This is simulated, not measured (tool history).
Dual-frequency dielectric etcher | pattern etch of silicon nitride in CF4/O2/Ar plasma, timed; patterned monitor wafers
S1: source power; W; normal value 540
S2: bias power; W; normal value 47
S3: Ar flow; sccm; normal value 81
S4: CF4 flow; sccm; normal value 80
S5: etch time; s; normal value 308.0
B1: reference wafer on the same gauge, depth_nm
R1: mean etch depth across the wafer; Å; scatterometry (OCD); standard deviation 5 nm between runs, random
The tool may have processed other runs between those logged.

Run 1, hour 0.0: usual settings; B1 786.9. Result: R1 7481 Å.
Run 2, hour 42.0: usual settings but S3 72 sccm, S4 66 sccm, S5 222.5 s; B1 787.9. Result: R1 5401 Å.
At hour 69.9: CF4 flow controller replaced.
Run 3, hour 75.1: usual settings; B1 788.6. Result: R1 7550 Å.
Run 4, hour 132.5: usual settings but S3 71 sccm, S5 391.0 s; B1 793.2. Result: R1 9765 Å.
Run 5, hour 167.6: usual settings but S1 640 W, S3 96 sccm, S4 62 sccm, S5 394.0 s; B1 794.4. Result: R1 10809 Å.
Run 6, hour 214.1: usual settings; B1 795.4. Result: R1 7633 Å.
Run 7, hour 268.3: usual settings but S1 620 W, S2 58 W, S5 370.0 s; B1 798.7. Result: R1 11309 Å.
At hour 293.6: gauge calibrated.
At hour 313.9: wet clean of the chamber.
Run 8, hour 314.4: usual settings; B1 775.6. Result: R1 7369 Å.
Run 9, hour 351.9: usual settings but S1 620 W, S2 41 W, S3 90 sccm; B1 774.9. Result: R1 7981 Å.
Run 10, hour 376.8: usual settings but S4 85 sccm, S5 268.5 s; B1 776.0. Result: R1 6506 Å.
At hour 389.8: bias power generator calibrated.
Run 11, hour 440.0: usual settings; B1 775.5. Result: R1 7366 Å.
Run 12, hour 469.3: usual settings; B1 776.0. Result: R1 7489 Å.
Run 13, hour 538.5: usual settings but S1 620 W, S3 74 sccm; B1 776.7. Result: R1 8653 Å.
Run 14, hour 563.6: usual settings but S1 470 W, S2 41 W, S3 66 sccm; B1 778.4. Result: R1 6186 Å.
Run 15, hour 626.6: usual settings but S5 351.0 s; B1 776.5. Result: R1 8335 Å.
Run 16, hour 668.2: usual settings; B1 778.7. Result: R1 7397 Å.
Run 17, hour 730.0: usual settings but S3 93 sccm; B1 779.6. Result: R1 7191 Å.
Run 18, hour 757.7: usual settings; B1 780.1. Result: R1 7425 Å.
At hour 802.9: wet clean of the chamber.
Run 19, hour 803.4: usual settings but S3 91 sccm, S4 72 sccm; B1 779.8. Result: R1 7222 Å.
Run 20, hour 855.9: usual settings but S1 620 W, S2 58 W, S5 370.0 s; B1 782.1. Result: R1 11180 Å.
Run 21, hour 894.0: usual settings but S5 268.5 s; B1 783.1. Result: R1 6488 Å.

Alternative continuations, all from the tool just after run 21; predict every row:
Run A, hour 894.5: usual settings but S1 460 W; B1 ?. Result: R1 ?.
Run B, hour 894.5: usual settings but S1 590 W, S2 42 W, S4 75 sccm, S5 261.0 s; B1 ?. Result: R1 ?.
Run C, hour 894.5: usual settings but S1 490 W, S4 64 sccm; B1 ?. Result: R1 ?.
Run D, hour 894.5: usual settings but S3 64 sccm; B1 ?. Result: R1 ?.

run     B1    R1
  A  783.2  6324
  B  783.2  6578
  C  783.2  6576
  D  783.2  7649
What these runs would have given with no unlogged condition in the tool:
run    R1
  A  6244
  B  6495
  C  6493
  D  7552
